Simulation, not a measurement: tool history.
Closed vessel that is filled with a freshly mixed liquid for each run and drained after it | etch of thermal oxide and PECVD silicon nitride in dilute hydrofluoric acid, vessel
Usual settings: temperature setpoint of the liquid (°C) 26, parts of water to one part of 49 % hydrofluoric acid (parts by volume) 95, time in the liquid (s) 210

run	hour	temperature setpoint of the liquid (°C)	parts of water to one part of 49 % hydrofluoric acid (parts by volume)	time in the liquid (s)	read-back film thickness of the thermal oxide reference wafer, read on the same gauge (nm)	read-back film thickness of the PECVD silicon nitride reference wafer, read on the same gauge (nm)	thickness taken off the thermal oxide on a monitor wafer (Å)	thickness taken off the PECVD silicon nitride on a monitor wafer (Å)
1	0	26	95	235	29.99	100.01	142.8	170.9
2	41	26	95	235	29.99	99.99	143.3	169.9
3	88.2	26	130	300	29.99	99.97	127.8	160.8
4	157.7	26	95	290	30	99.99	178.8	212.4
# hour 180.7: hydrofluoric acid flow meter replaced
5	199.9	26	95	245	29.99	99.99	139.7	167.2
# hour 272.6: gauge calibrated
# hour 282.7: thermometer replaced
6	302.9	30	70	210	29.98	99.99	198.1	253.9
7	351.1	29.5	95	270	30.01	100	178.9	236.1
8	432.4	30.5	95	210	30.02	99.99	145.3	194.1
9	472.2	26	95	95	30.03	100.01	55.8	67.7
10	528.6	22	95	210	29.98	100	105.2	113.6
11	598.2	29.5	110	160	29.99	100.01	91.8	124.4
12	654.8	26	95	210	29.98	100.01	123.7	147.9
13	700	26	130	210	29.98	100	87.5	108.1
14	774.5	29	70	305	30	99.98	288.4	358.1
15	840.7	28.5	80	165	30.01	100	133.7	167
16	887.9	26	60	210	29.96	99.99	211.2	238.7
17	981.9	26	45	245	30.01	100.01	339.2	368.5
18	1045.2	29.5	55	140	30.01	100.01	178.2	222.6
19	1098.4	26	95	235	30.02	100	145.8	172.3
# hour 1115.8: hydrofluoric acid flow meter replaced
20	1141.1	23	95	135	30.02	100	67.5	74.9
21	1201.9	26	95	210	29.98	99.99	120.4	142.9
22	1248	29	95	100	29.99	100.01	63.8	82.4
23	1310.5	26	95	210	29.99	100	122	145.2

Run 24 comes next. What will it give?
24	1365.5	22	130	270	?	?	?	?

read-back film thickness of the thermal oxide reference wafer, read on the same gauge (nm): 29.97
read-back film thickness of the PECVD silicon nitride reference wafer, read on the same gauge (nm): 99.99
thickness taken off the thermal oxide on a monitor wafer (Å): 92.7
thickness taken off the PECVD silicon nitride on a monitor wafer (Å): 105.7
Without the tool's hidden state the same run would have given thickness taken off the thermal oxide on a monitor wafer (Å) 90.6, thickness taken off the PECVD silicon nitride on a monitor wafer (Å) 103.6.
